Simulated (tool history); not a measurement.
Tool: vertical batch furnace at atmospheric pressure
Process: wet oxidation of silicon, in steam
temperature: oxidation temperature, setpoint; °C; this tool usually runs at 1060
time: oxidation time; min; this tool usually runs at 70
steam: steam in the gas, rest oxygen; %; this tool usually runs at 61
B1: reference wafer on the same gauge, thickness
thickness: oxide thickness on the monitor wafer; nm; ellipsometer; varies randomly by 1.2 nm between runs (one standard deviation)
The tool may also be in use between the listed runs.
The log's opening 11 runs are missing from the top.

run 12 hour=698.2 | temperature=1060 time=70 steam=67 | B1=519.18 | thickness=545.17
-- hour=718 gauge calibrated
-- hour=738.2 thermocouples replaced and temperature profile calibrated
run 13 hour=742.8 | temperature=1060 time=70 steam=67 | B1=526.74 | thickness=554.76
run 14 hour=804 | temperature=1060 time=70 steam=61 | B1=526.41 | thickness=524.56
run 15 hour=865.5 | temperature=1060 time=57.5 steam=61 | B1=525.98 | thickness=469.11
run 16 hour=909.4 | temperature=1060 time=70 steam=61 | B1=525.55 | thickness=524.54
run 17 hour=957 | temperature=1079 time=44.5 steam=61 | B1=524.93 | thickness=438.43
run 18 hour=1014.5 | temperature=1060 time=84 steam=61 | B1=524.73 | thickness=576.84
run 19 hour=1068.3 | temperature=1060 time=85.5 steam=66 | B1=524.29 | thickness=610.16
run 20 hour=1137.1 | temperature=1060 time=57.5 steam=61 | B1=524.02 | thickness=467.79
-- hour=1188.4 steam generator serviced
run 21 hour=1188.9 | temperature=1060 time=70 steam=67 | B1=523.5 | thickness=549.66
run 22 hour=1194.4 | temperature=1060 time=70 steam=72 | B1=523.58 | thickness=570.95
run 23 hour=1229.5 | temperature=1060 time=70 steam=61 | B1=523.3 | thickness=520.69
run 24 hour=1259.8 | temperature=1060 time=70 steam=61 | B1=522.81 | thickness=520.28
run 25 hour=1312.8 | temperature=1060 time=70 steam=61 | B1=522.57 | thickness=519.8
run 26 hour=1412.3 | temperature=1043 time=44 steam=71 | B1=521.57 | thickness=403.36
run 27 hour=1440.6 | temperature=1085 time=70 steam=56 | B1=521.54 | thickness=547.05
run 28 hour=1469.7 | temperature=1053 time=87.5 steam=58 | B1=521.47 | thickness=555.82
run 29 hour=1501.6 | temperature=1047 time=58 steam=61 | B1=521.09 | thickness=442.08
run 30 hour=1526.2 | temperature=1060 time=79 steam=61 | B1=520.92 | thickness=555.83
run 31 hour=1647.8 | temperature=1060 time=54.5 steam=49 | B1=520.1 | thickness=397.69

Here are 3 independent what-if runs from the current tool condition. What would each one return?
run A hour=1653.4 | temperature=1045 time=70 steam=61 | B1=? | thickness=?
run B hour=1653.4 | temperature=1044 time=56 steam=54 | B1=? | thickness=?
run C hour=1653.4 | temperature=1060 time=105 steam=61 | B1=? | thickness=?

run=A B1=519.94 thickness=485.45
run=B B1=519.94 thickness=396.05
run=C B1=519.94 thickness=647.83
The same runs, with their run-to-run variation unchanged, on a tool lacking any hidden condition would have given:
run=A thickness=492.82
run=B thickness=402.06
run=C thickness=657.67
